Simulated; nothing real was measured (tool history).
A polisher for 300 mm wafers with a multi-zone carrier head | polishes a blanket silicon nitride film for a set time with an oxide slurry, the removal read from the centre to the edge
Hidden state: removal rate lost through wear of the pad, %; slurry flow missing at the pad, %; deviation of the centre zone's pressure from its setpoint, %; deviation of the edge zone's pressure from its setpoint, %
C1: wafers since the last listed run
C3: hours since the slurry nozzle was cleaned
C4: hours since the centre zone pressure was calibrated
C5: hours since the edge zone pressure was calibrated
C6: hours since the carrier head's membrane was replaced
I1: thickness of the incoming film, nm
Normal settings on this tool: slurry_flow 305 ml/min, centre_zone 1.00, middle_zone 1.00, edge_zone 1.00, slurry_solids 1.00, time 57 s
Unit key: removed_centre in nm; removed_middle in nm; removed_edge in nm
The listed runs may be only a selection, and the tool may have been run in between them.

Run 1, hour 0.0: usual settings but edge_zone 1.06; C1 0; wafers polished on this pad 995; C3 500.3; C4 775.1; C5 823.0; C6 1736.9; I1 423.8. Result: removed_centre 56.3 nm, removed_middle 55.0 nm, removed_edge 56.1 nm.
At hour 4.6: slurry nozzle cleaned.
Run 2, hour 40.5: usual settings but edge_zone 1.06; C1 486; wafers polished on this pad 1482; C3 35.9; C4 815.6; C5 863.5; C6 1777.4; I1 429.1. Result: removed_centre 55.7 nm, removed_middle 55.3 nm, removed_edge 55.8 nm.
Run 3, hour 82.3: usual settings but time 42 s; C1 514; wafers polished on this pad 1996; C3 77.7; C4 857.4; C5 905.3; C6 1819.2; I1 429.0. Result: removed_centre 41.2 nm, removed_middle 40.8 nm, removed_edge 40.2 nm.
Run 4, hour 145.6: usual settings but middle_zone 1.04, edge_zone 0.96; C1 779; wafers polished on this pad 2776; C3 141.0; C4 920.7; C5 968.6; C6 1882.5; I1 438.4. Result: removed_centre 55.9 nm, removed_middle 57.5 nm, removed_edge 53.6 nm.
Run 5, hour 174.0: usual settings; C1 349; wafers polished on this pad 3126; C3 169.4; C4 949.1; C5 997.0; C6 1910.9; I1 430.8. Result: removed_centre 56.0 nm, removed_middle 55.1 nm, removed_edge 54.8 nm.
At hour 178.0: centre zone pressure recalibrated.
Run 6, hour 217.5: usual settings but centre_zone 1.07, middle_zone 1.07, edge_zone 1.07, slurry_solids 1.15; C1 511; wafers polished on this pad 3637; C3 212.9; C4 39.5; C5 1040.5; C6 1954.4; I1 432.3. Result: removed_centre 63.2 nm, removed_middle 62.1 nm, removed_edge 60.1 nm.
At hour 241.6: carrier head's membrane replaced by a new one.
Run 7, hour 255.3: usual settings but edge_zone 0.90; C1 403; wafers polished on this pad 4041; C3 250.7; C4 77.3; C5 1078.3; C6 13.7; I1 425.7. Result: removed_centre 55.8 nm, removed_middle 55.1 nm, removed_edge 53.3 nm.
At hour 313.9: worn pad replaced by a new one.
Run 8, hour 449.4: usual settings but centre_zone 1.10, edge_zone 0.91, slurry_solids 1.30, time 38 s; C1 2341; wafers polished on this pad 1668; C3 444.8; C4 271.4; C5 1272.4; C6 207.8; I1 429.9. Result: removed_centre 45.8 nm, removed_middle 42.1 nm, removed_edge 40.2 nm.
At hour 488.8: edge zone pressure recalibrated.
At hour 500.2: slurry nozzle cleaned.
Run 9, hour 503.9: usual settings but middle_zone 1.05, edge_zone 1.04; C1 634; wafers polished on this pad 2302; C3 3.7; C4 325.9; C5 15.1; C6 262.3; I1 425.4. Result: removed_centre 56.3 nm, removed_middle 57.5 nm, removed_edge 55.5 nm.
Run 10, hour 538.1: usual settings but middle_zone 1.06; C1 421; wafers polished on this pad 2723; C3 37.9; C4 360.1; C5 49.3; C6 296.5; I1 434.0. Result: removed_centre 56.3 nm, removed_middle 58.7 nm, removed_edge 55.1 nm.
Run 11, hour 596.5: usual settings but middle_zone 0.91, edge_zone 0.89, slurry_solids 1.25; C1 719; wafers polished on this pad 3443; C3 96.3; C4 418.5; C5 107.7; C6 354.9; I1 437.3. Result: removed_centre 62.3 nm, removed_middle 57.8 nm, removed_edge 58.5 nm.
Run 12, hour 646.4: usual settings but slurry_flow 360 ml/min, centre_zone 1.06, time 66 s; C1 614; wafers polished on this pad 4057; C3 146.2; C4 468.4; C5 157.6; C6 404.8; I1 432.0. Result: removed_centre 69.9 nm, removed_middle 64.6 nm, removed_edge 63.7 nm.
Run 13, hour 700.7: usual settings but slurry_flow 255 ml/min, time 68 s; C1 668; wafers polished on this pad 4726; C3 200.5; C4 522.7; C5 211.9; C6 459.1; I1 435.1. Result: removed_centre 65.6 nm, removed_middle 64.3 nm, removed_edge 65.7 nm.
At hour 739.2: worn pad replaced by a new one.
Run 14, hour 758.9: usual settings; C1 667; wafers polished on this pad 242; C3 258.7; C4 580.9; C5 270.1; C6 517.3; I1 426.4. Result: removed_centre 56.0 nm, removed_middle 55.6 nm, removed_edge 54.3 nm.
Run 15, hour 820.0: usual settings; C1 752; wafers polished on this pad 994; C3 319.8; C4 642.0; C5 331.2; C6 578.4; I1 428.0. Result: removed_centre 55.7 nm, removed_middle 55.1 nm, removed_edge 54.7 nm.
Run 16, hour 877.2: usual settings but slurry_flow 260 ml/min, slurry_solids 0.80; C1 704; wafers polished on this pad 1698; C3 377.0; C4 699.2; C5 388.4; C6 635.6; I1 428.5. Result: removed_centre 48.4 nm, removed_middle 47.7 nm, removed_edge 47.3 nm.
At hour 933.1: slurry nozzle cleaned.
At hour 1060.0: centre zone pressure recalibrated.
Run 17, hour 1078.1: usual settings but edge_zone 0.96, time 63 s; C1 2437; wafers polished on this pad 4136; C3 145.0; C4 18.1; C5 589.3; C6 836.5; I1 428.4. Result: removed_centre 62.6 nm, removed_middle 60.6 nm, removed_edge 59.1 nm.
Run 18, hour 1122.4: usual settings but middle_zone 1.03, slurry_solids 0.70, time 73 s; C1 545; wafers polished on this pad 4681; C3 189.3; C4 62.4; C5 633.6; C6 880.8; I1 429.9. Result: removed_centre 57.4 nm, removed_middle 58.0 nm, removed_edge 57.0 nm.
Run 19, hour 1166.6: usual settings but slurry_flow 240 ml/min, edge_zone 0.94; C1 544; wafers polished on this pad 5225; C3 233.5; C4 106.6; C5 677.8; C6 925.0; I1 435.3. Result: removed_centre 53.9 nm, removed_middle 53.9 nm, removed_edge 52.9 nm.
Run 20, hour 1226.4: usual settings; C1 736; wafers polished on this pad 5962; C3 293.3; C4 166.4; C5 737.6; C6 984.8; I1 432.7. Result: removed_centre 55.7 nm, removed_middle 55.1 nm, removed_edge 55.0 nm.
At hour 1235.9: worn pad replaced by a new one.
Run 21, hour 1291.4: usual settings; C1 751; wafers polished on this pad 683; C3 358.3; C4 231.4; C5 802.6; C6 1049.8; I1 425.6. Result: removed_centre 56.0 nm, removed_middle 55.1 nm, removed_edge 54.3 nm.
Run 22, hour 1345.3: usual settings but edge_zone 0.90, time 76 s; C1 663; wafers polished on this pad 1347; C3 412.2; C4 285.3; C5 856.5; C6 1103.7; I1 422.8. Result: removed_centre 74.2 nm, removed_middle 74.5 nm, removed_edge 70.4 nm.

List, for all runs, the conditions of the tool that the log does not record:
removal rate lost through wear of the pad, %: 0 in every run
slurry flow missing at the pad, %: 0 in every run
deviation of the centre zone's pressure from its setpoint, %: 0 in every run
deviation of the edge zone's pressure from its setpoint, %: 0 in every run

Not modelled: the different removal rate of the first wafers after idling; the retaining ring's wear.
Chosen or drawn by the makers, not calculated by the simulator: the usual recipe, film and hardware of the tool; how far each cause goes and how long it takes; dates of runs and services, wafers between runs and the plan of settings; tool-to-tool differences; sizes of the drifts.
